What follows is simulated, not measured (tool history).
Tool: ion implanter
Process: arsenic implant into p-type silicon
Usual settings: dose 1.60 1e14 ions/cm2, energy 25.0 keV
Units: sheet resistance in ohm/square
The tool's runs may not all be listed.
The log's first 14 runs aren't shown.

run    hour  dose  energy  wafers since the last listed run  hours since the last dose calibration  hours since the extraction supply was calibrated  hours since the gauge calibration  read-back reference wafer on the same gauge, sheet resistance  sheet resistance
 15   777.3  1.60    25.0                               786                                 1788.5                                             217.7                             2560.0                                                         402.25            475.49
 16   814.1  1.60    25.0                               521                                 1825.3                                             254.5                             2596.8                                                         402.86            476.23
      831.3  -- Faraday cup replaced and dose calibrated
      836.9  -- gauge calibrated
 17   876.6  1.60    25.0                               772                                   45.3                                             317.0                               39.7                                                         402.81            482.83
 18   932.6  1.40    25.0                               793                                  101.3                                             373.0                               95.7                                                         403.07            534.86
 19  1004.2  1.97    28.5                              1014                                  172.9                                             444.6                              167.3                                                         402.74            410.39
 20  1059.8  1.19    19.5                               787                                  228.5                                             500.2                              222.9                                                         403.37            624.69
 21  1112.8  1.44    22.5                               750                                  281.5                                             553.2                              275.9                                                         403.19            531.91
 22  1147.3  1.35    21.0                               488                                  316.0                                             587.7                              310.4                                                         403.15            570.23
 23  1184.5  1.34    20.0                               527                                  353.2                                             624.9                              347.6                                                         402.92            570.71
 24  1399.4  1.60    25.0                              3044                                  568.1                                             839.8                              562.5                                                         402.94            483.79
 25  1452.3  1.60    25.0                               749                                  621.0                                             892.7                              615.4                                                         402.76            484.47
 26  1479.9  1.44    22.0                               391                                  648.6                                             920.3                              643.0                                                         402.27            535.12
 27  1505.3  1.36    30.0                               359                                  674.0                                             945.7                              668.4                                                         403.02            530.52
 28  1539.5  1.78    20.5                               484                                  708.2                                             979.9                              702.6                                                         403.25            460.08
 29  1597.2  1.60    25.0                               817                                  765.9                                            1037.6                              760.3                                                         403.20            486.62
 30  1661.9  1.89    20.0                               916                                  830.6                                            1102.3                              825.0                                                         402.45            444.54
 31  1730.0  1.60    25.0                               964                                  898.7                                            1170.4                              893.1                                                         403.25            480.84
 32  1780.7  1.88    20.0                               718                                  949.4                                            1221.1                              943.8                                                         402.98            441.67
 33  1806.1  1.60    25.0                               359                                  974.8                                            1246.5                              969.2                                                         403.22            487.70
 34  1840.7  1.91    25.0                               490                                 1009.4                                            1281.1                             1003.8                                                         403.02            421.98
 35  1890.1  1.47    17.5                               699                                 1058.8                                            1330.5                             1053.2                                                         402.96            541.18
 36  1958.2  1.60    32.0                               964                                 1126.9                                            1398.6                             1121.3                                                         402.50            465.01
 37  2001.9  1.60    25.0                               619                                 1170.6                                            1442.3                             1165.0                                                         403.19            481.24

4 ways to go on from here, each from the tool as it stands after run 37. What would each give?
  A  2002.3  1.31    25.0                                 5                                 1171.0                                            1442.7                             1165.4                                                              ?                 ?
  B  2002.3  1.41    31.5                                 5                                 1171.0                                            1442.7                             1165.4                                                              ?                 ?
  C  2002.3  1.16    18.0                                 5                                 1171.0                                            1442.7                             1165.4                                                              ?                 ?
  D  2002.3  1.60    17.5                                 5                                 1171.0                                            1442.7                             1165.4                                                              ?                 ?

run  read-back reference wafer on the same gauge, sheet resistance  sheet resistance
  A                                                         402.79            556.50
  B                                                         402.79            507.99
  C                                                         402.79            640.67
  D                                                         402.79            508.23
Without the tool's hidden state the same runs would have given:
run  sheet resistance
  A            562.34
  B            513.26
  C            647.48
  D            513.80

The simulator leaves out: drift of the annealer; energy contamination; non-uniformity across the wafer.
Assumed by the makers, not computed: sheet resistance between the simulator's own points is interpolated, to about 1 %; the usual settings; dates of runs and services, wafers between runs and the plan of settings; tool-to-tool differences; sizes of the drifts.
